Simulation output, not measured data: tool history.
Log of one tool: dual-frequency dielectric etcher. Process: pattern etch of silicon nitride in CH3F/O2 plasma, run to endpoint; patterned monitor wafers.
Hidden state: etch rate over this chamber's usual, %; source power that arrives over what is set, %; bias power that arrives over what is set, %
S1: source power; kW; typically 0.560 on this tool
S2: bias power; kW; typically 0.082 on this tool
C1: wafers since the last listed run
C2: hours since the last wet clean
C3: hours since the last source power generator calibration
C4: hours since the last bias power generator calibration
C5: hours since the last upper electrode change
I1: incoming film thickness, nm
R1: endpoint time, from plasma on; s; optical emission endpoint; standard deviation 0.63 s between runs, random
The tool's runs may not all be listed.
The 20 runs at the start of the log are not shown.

run 21 hour=1887.1 | S1=0.430 S2=0.099 | C1=1983 C2=369.9 C3=256.5 C4=1333.1 C5=532.9 | I1=76.9 | R1=84.3
run 22 hour=1931.3 | S1=0.490 S2=0.082 | C1=385 C2=414.1 C3=300.7 C4=1377.3 C5=577.1 | I1=76.3 | R1=86.7
run 23 hour=1979.0 | S1=0.500 S2=0.099 | C1=416 C2=461.8 C3=348.4 C4=1425.0 C5=624.8 | I1=77.1 | R1=80.3
run 24 hour=2045.0 | S1=0.690 S2=0.100 | C1=575 C2=527.8 C3=414.4 C4=1491.0 C5=690.8 | I1=76.6 | R1=73.3
-- hour=2130.9 wet clean of the chamber
run 25 hour=2151.6 | S1=0.660 S2=0.082 | C1=720 C2=20.7 C3=521.0 C4=1597.6 C5=797.4 | I1=76.4 | R1=78.7
run 26 hour=2228.2 | S1=0.700 S2=0.062 | C1=668 C2=97.3 C3=597.6 C4=1674.2 C5=874.0 | I1=76.6 | R1=88.0
run 27 hour=2329.4 | S1=0.560 S2=0.069 | C1=882 C2=198.5 C3=698.8 C4=1775.4 C5=975.2 | I1=77.2 | R1=90.8
run 28 hour=2367.1 | S1=0.560 S2=0.088 | C1=328 C2=236.2 C3=736.5 C4=1813.1 C5=1012.9 | I1=77.5 | R1=83.1

Run 29 comes next. What will it give?
run 29 hour=2456.0 | S1=0.440 S2=0.064 | C1=775 C2=325.1 C3=825.4 C4=1902.0 C5=1101.8 | I1=75.6 | R1=?

{"run 29": {"R1": 96.7}}
Without the tool's hidden state the same run would have given R1 96.7 s.
